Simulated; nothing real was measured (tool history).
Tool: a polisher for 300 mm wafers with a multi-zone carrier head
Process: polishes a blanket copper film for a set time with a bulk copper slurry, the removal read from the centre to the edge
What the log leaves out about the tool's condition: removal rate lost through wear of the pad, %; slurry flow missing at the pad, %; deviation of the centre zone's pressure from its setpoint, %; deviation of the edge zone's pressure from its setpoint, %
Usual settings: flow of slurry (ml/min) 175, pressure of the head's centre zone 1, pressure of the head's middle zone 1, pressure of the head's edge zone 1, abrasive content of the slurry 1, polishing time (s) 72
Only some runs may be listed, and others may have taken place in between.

| run | hour | flow of slurry (ml/min) | pressure of the head's centre zone | pressure of the head's middle zone | pressure of the head's edge zone | abrasive content of the slurry | polishing time (s) | wafers since the last listed run | wafers polished on this pad | hours since the slurry nozzle was cleaned | hours since the centre zone pressure was calibrated | hours since the edge zone pressure was calibrated | hours since the carrier head's membrane was replaced | incoming thickness of the incoming film, nm | film removed at the wafer's centre (Å) | film removed at mid-radius (Å) | film removed at the wafer's edge (Å) |
|---|---|---|---|---|---|---|---|---|---|---|---|---|---|---|---|---|---|
| 1 | 0 | 175 | 1 | 1 | 1 | 1 | 72 | 0 | 558 | 173.6 | 40.6 | 305.9 | 642.1 | 4267.5 | 5763 | 5754 | 5904 |
|  | 19.7 | carrier head's membrane replaced by a new one |
| 2 | 44.5 | 175 | 1 | 1 | 1 | 1 | 72 | 374 | 933 | 218.1 | 85.1 | 350.4 | 24.8 | 4271.2 | 5821 | 5732 | 5947 |
| 3 | 91.2 | 175 | 1 | 1 | 1 | 1 | 72 | 443 | 1376 | 264.8 | 131.8 | 397.1 | 71.5 | 4295.5 | 5655 | 5932 | 5962 |
| 4 | 145.8 | 175 | 1 | 1 | 1 | 1 | 72 | 518 | 1894 | 319.4 | 186.4 | 451.7 | 126.1 | 4253.3 | 5854 | 5845 | 5893 |
|  | 183.4 | slurry nozzle cleaned |
| 5 | 215.9 | 175 | 1.03 | 1 | 1 | 1 | 80 | 655 | 2550 | 32.5 | 256.5 | 521.8 | 196.2 | 4300.5 | 6585 | 6350 | 6588 |
| 6 | 252.6 | 195 | 1 | 1 | 1 | 1 | 72 | 348 | 2899 | 69.2 | 293.2 | 558.5 | 232.9 | 4335.9 | 5573 | 6000 | 5938 |
|  | 279.1 | worn pad replaced by a new one |
| 7 | 300.7 | 175 | 1 | 0.9 | 1 | 1 | 72 | 418 | 205 | 117.3 | 341.3 | 606.6 | 281 | 4348 | 5685 | 5421 | 5958 |
|  | 510 | slurry nozzle cleaned |
| 8 | 513.3 | 175 | 1.11 | 1 | 1 | 1 | 72 | 2008 | 2213 | 3.3 | 553.9 | 819.2 | 493.6 | 4282.6 | 6176 | 5826 | 5980 |
|  | 560.9 | edge zone pressure recalibrated |
| 9 | 573.2 | 175 | 1 | 1.1 | 1 | 1 | 72 | 549 | 2762 | 63.2 | 613.8 | 12.3 | 553.5 | 4242.2 | 5597 | 6230 | 5963 |
| 10 | 637.9 | 200 | 1 | 1 | 1 | 1 | 55 | 614 | 3376 | 127.9 | 678.5 | 77 | 618.2 | 4276 | 4376 | 4491 | 4646 |
|  | 659.7 | worn pad replaced by a new one |
| 11 | 666.1 | 175 | 0.9 | 1 | 1 | 1 | 72 | 229 | 60 | 156.1 | 706.7 | 105.2 | 646.4 | 4255.5 | 5001 | 5783 | 5992 |
|  | 730.8 | carrier head's membrane replaced by a new one |
| 12 | 731.3 | 220 | 1.08 | 1 | 0.93 | 1 | 72 | 571 | 631 | 221.3 | 771.9 | 170.4 | 0.5 | 4360.4 | 6131 | 5968 | 5868 |
| 13 | 781.5 | 175 | 1.07 | 0.94 | 1 | 1 | 72 | 476 | 1108 | 271.5 | 822.1 | 220.6 | 50.7 | 4316.7 | 5918 | 5533 | 5954 |
|  | 838 | slurry nozzle cleaned |
| 14 | 845.9 | 175 | 1 | 1 | 1 | 1 | 72 | 601 | 1709 | 7.9 | 886.5 | 285 | 115.1 | 4304.9 | 5496 | 5819 | 5923 |
| 15 | 901.5 | 175 | 1 | 1 | 0.97 | 1 | 72 | 527 | 2237 | 63.5 | 942.1 | 340.6 | 170.7 | 4241.1 | 5459 | 5814 | 5795 |

Predict the results of run 16:
|  | 929.3 | centre zone pressure recalibrated |
| 16 | 929.8 | 175 | 1.04 | 1.06 | 1 | 1.1 | 89 | 249 | 2487 | 91.8 | 0.5 | 368.9 | 199 | 4310.2 | ? | ? | ? |

film removed at the wafer's centre (Å): 7669
film removed at mid-radius (Å): 7618
film removed at the wafer's edge (Å): 7460
On a tool with no hidden condition, and with the same random variation, this run would have come out at film removed at the wafer's centre (Å) 7670, film removed at mid-radius (Å) 7618, film removed at the wafer's edge (Å) 7460.
